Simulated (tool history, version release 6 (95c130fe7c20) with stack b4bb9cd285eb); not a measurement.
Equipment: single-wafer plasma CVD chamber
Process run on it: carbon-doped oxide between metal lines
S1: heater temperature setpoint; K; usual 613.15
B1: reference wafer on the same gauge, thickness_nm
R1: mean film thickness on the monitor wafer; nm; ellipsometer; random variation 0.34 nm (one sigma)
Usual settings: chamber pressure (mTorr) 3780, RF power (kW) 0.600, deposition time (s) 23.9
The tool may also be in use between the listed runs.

{"run": 1, "hour": 0.0, "S1": 613.15, "chamber pressure (mTorr)": 3780, "RF power (kW)": 0.6, "deposition time (s)": 23.9, "B1": 102.037, "R1": 117.756}
{"run": 2, "hour": 70.5, "S1": 613.15, "chamber pressure (mTorr)": 3780, "RF power (kW)": 0.6, "deposition time (s)": 23.9, "B1": 101.905, "R1": 117.542}
{"run": 3, "hour": 108.7, "S1": 613.15, "chamber pressure (mTorr)": 3780, "RF power (kW)": 0.6, "deposition time (s)": 23.9, "B1": 102.161, "R1": 117.823}
{"run": 4, "hour": 141.3, "S1": 613.15, "chamber pressure (mTorr)": 3780, "RF power (kW)": 0.6, "deposition time (s)": 23.9, "B1": 101.908, "R1": 117.322}
{"run": 5, "hour": 194.8, "S1": 613.15, "chamber pressure (mTorr)": 3780, "RF power (kW)": 0.6, "deposition time (s)": 23.9, "B1": 102.051, "R1": 116.964}
{"run": 6, "hour": 247.3, "S1": 613.15, "chamber pressure (mTorr)": 3780, "RF power (kW)": 0.6, "deposition time (s)": 23.9, "B1": 102.122, "R1": 116.783}
{"run": 7, "hour": 278.8, "S1": 613.15, "chamber pressure (mTorr)": 3780, "RF power (kW)": 0.6, "deposition time (s)": 23.9, "B1": 102.118, "R1": 117.01}
{"run": 8, "hour": 434.3, "S1": 617.15, "chamber pressure (mTorr)": 4380, "RF power (kW)": 0.6, "deposition time (s)": 23.9, "B1": 101.991, "R1": 116.513}
{"hour": 479.0, "done": "capacitance manometer re-zeroed and calibrated"}
{"run": 9, "hour": 506.1, "S1": 617.15, "chamber pressure (mTorr)": 4380, "RF power (kW)": 0.6, "deposition time (s)": 23.9, "B1": 101.947, "R1": 116.218}
{"run": 10, "hour": 574.5, "S1": 624.15, "chamber pressure (mTorr)": 4410, "RF power (kW)": 0.515, "deposition time (s)": 23.9, "B1": 102.041, "R1": 101.151}
{"hour": 621.7, "done": "RF generator calibrated"}
{"run": 11, "hour": 643.5, "S1": 613.15, "chamber pressure (mTorr)": 2880, "RF power (kW)": 0.71, "deposition time (s)": 19.9, "B1": 101.963, "R1": 114.642}
{"run": 12, "hour": 714.5, "S1": 600.15, "chamber pressure (mTorr)": 3780, "RF power (kW)": 0.6, "deposition time (s)": 21.4, "B1": 101.984, "R1": 117.293}
{"hour": 733.9, "done": "gauge calibrated"}
{"hour": 756.2, "done": "showerhead replaced, of another model than before"}
{"run": 13, "hour": 776.7, "S1": 613.15, "chamber pressure (mTorr)": 4300, "RF power (kW)": 0.6, "deposition time (s)": 25.7, "B1": 102.025, "R1": 135.953}
{"hour": 791.0, "done": "thermocouple changed; heater temperature recalibrated"}
{"run": 14, "hour": 882.1, "S1": 613.15, "chamber pressure (mTorr)": 3780, "RF power (kW)": 0.675, "deposition time (s)": 23.9, "B1": 101.871, "R1": 138.255}
{"run": 15, "hour": 914.8, "S1": 613.15, "chamber pressure (mTorr)": 3250, "RF power (kW)": 0.6, "deposition time (s)": 25.5, "B1": 102.05, "R1": 128.886}
{"run": 16, "hour": 966.0, "S1": 613.15, "chamber pressure (mTorr)": 3780, "RF power (kW)": 0.6, "deposition time (s)": 23.9, "B1": 102.045, "R1": 123.457}
{"run": 17, "hour": 1029.1, "S1": 617.15, "chamber pressure (mTorr)": 4380, "RF power (kW)": 0.6, "deposition time (s)": 23.9, "B1": 102.024, "R1": 124.633}
{"run": 18, "hour": 1095.9, "S1": 613.15, "chamber pressure (mTorr)": 3000, "RF power (kW)": 0.6, "deposition time (s)": 23.9, "B1": 102.047, "R1": 119.328}

Give the tool's hidden conditions for every run:
wafer temperature above the value expected at the setpoint (K): 0 in every run
true pressure above the setpoint (%): 0 in every run
gauge reads high (%): 0 in every run
H1: delivered RF power above the setpoint (%)
run=1 H1=-8.16
run=2 H1=-8.39
run=3 H1=-8.51
run=4 H1=-8.62
run=5 H1=-8.8
run=6 H1=-8.97
run=7 H1=-9.07
run=8 H1=-9.58
run=9 H1=-9.82
run=10 H1=-10
run=11 H1=-0.362
run=12 H1=-0.594
run=13 H1=-0.798
run=14 H1=-1.14
run=15 H1=-1.25
run=16 H1=-1.42
run=17 H1=-1.62
run=18 H1=-1.84
